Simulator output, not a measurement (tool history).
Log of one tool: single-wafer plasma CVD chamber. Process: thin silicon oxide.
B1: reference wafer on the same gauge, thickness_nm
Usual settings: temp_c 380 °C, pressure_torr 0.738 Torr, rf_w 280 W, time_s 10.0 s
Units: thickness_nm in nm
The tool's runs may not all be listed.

Run 1, hour 0.0: usual settings; B1 19.970. Result: thickness_nm 18.082 nm.
Run 2, hour 97.5: usual settings; B1 19.995. Result: thickness_nm 18.098 nm.
Run 3, hour 191.1: usual settings but rf_w 295 W; B1 20.017. Result: thickness_nm 18.371 nm.
Run 4, hour 235.6: usual settings but temp_c 369 °C; B1 19.980. Result: thickness_nm 18.293 nm.
Run 5, hour 287.8: usual settings but temp_c 369 °C; B1 19.992. Result: thickness_nm 18.145 nm.
Run 6, hour 354.0: usual settings but rf_w 260 W; B1 19.998. Result: thickness_nm 17.494 nm.
Run 7, hour 396.8: usual settings but rf_w 260 W; B1 19.997. Result: thickness_nm 17.490 nm.
Run 8, hour 468.9: usual settings but rf_w 260 W; B1 19.952. Result: thickness_nm 17.341 nm.
Run 9, hour 564.5: usual settings but rf_w 245 W; B1 20.010. Result: thickness_nm 16.816 nm.
At hour 595.4: gauge calibrated.
Run 10, hour 640.5: usual settings but rf_w 245 W; B1 20.027. Result: thickness_nm 16.659 nm.
Run 11, hour 726.0: usual settings but rf_w 245 W; B1 20.016. Result: thickness_nm 16.580 nm.
At hour 781.5: RF generator calibrated.
Run 12, hour 829.8: usual settings but rf_w 265 W; B1 19.958. Result: thickness_nm 17.756 nm.
Run 13, hour 878.8: usual settings but time_s 8.8 s; B1 20.016. Result: thickness_nm 15.847 nm.
Run 14, hour 985.5: usual settings but temp_c 385 °C, pressure_torr 0.809 Torr, time_s 10.8 s; B1 20.007. Result: thickness_nm 20.659 nm.
Run 15, hour 1045.4: usual settings but temp_c 392 °C; B1 19.981. Result: thickness_nm 17.706 nm.
Run 16, hour 1152.6: usual settings but temp_c 393 °C, pressure_torr 0.597 Torr, rf_w 320 W; B1 20.009. Result: thickness_nm 15.453 nm.
Run 17, hour 1221.5: usual settings but temp_c 388 °C, pressure_torr 0.566 Torr; B1 19.985. Result: thickness_nm 13.994 nm.
At hour 1259.7: capacitance manometer re-zeroed and calibrated.
Run 18, hour 1271.0: usual settings; B1 19.971. Result: thickness_nm 18.255 nm.
Run 19, hour 1363.0: usual settings but rf_w 315 W; B1 19.992. Result: thickness_nm 18.999 nm.
At hour 1378.4: showerhead replaced.
Run 20, hour 1401.7: usual settings; B1 19.964. Result: thickness_nm 18.272 nm.
Run 21, hour 1482.5: usual settings but pressure_torr 0.639 Torr, rf_w 295 W, time_s 8.1 s; B1 19.952. Result: thickness_nm 13.345 nm.
At hour 1495.4: thermocouple changed; heater temperature recalibrated.
Run 22, hour 1571.0: usual settings but temp_c 375 °C; B1 19.952. Result: thickness_nm 18.265 nm.
At hour 1585.5: gauge calibrated.
Run 23, hour 1641.1: usual settings but rf_w 320 W; B1 20.011. Result: thickness_nm 18.964 nm.
Run 24, hour 1852.6: usual settings but temp_c 393 °C; B1 20.009. Result: thickness_nm 17.830 nm.
Run 25, hour 1939.1: usual settings but temp_c 370 °C, time_s 8.2 s; B1 20.020. Result: thickness_nm 14.769 nm.

Some steps in thickness_nm between neighbouring runs. How much of each would the tool show without its hidden state too (settings, what came in, random variation), and how much is left for the hidden state, with any gauge scatter that isn't in both results?
The hidden state here: wafer temperature above the value expected at the setpoint (K); delivered RF power above the setpoint (%); true pressure above the setpoint (%); gauge reads high (%).
Run 11 -> 12: rf_w 245 -> 265, RF generator calibrated. thickness_nm +1.176 nm: hidden state +0.547, all else +0.629.
Run 17 -> 18: temp_c 388 -> 380, pressure_torr 0.566 -> 0.738, capacitance manometer re-zeroed and calibrated. thickness_nm +4.261 nm: hidden state +0.564, all else +3.697.
Run 20 -> 21: pressure_torr 0.738 -> 0.639, rf_w 280 -> 295, time_s 10.0 -> 8.1. thickness_nm -4.927 nm: hidden state +0.089, all else -5.016.
Run 21 -> 22: temp_c 380 -> 375, pressure_torr 0.639 -> 0.738, rf_w 295 -> 280, time_s 8.1 -> 10.0, thermocouple changed; heater temperature recalibrated. thickness_nm +4.920 nm: hidden state -0.188, all else +5.108.
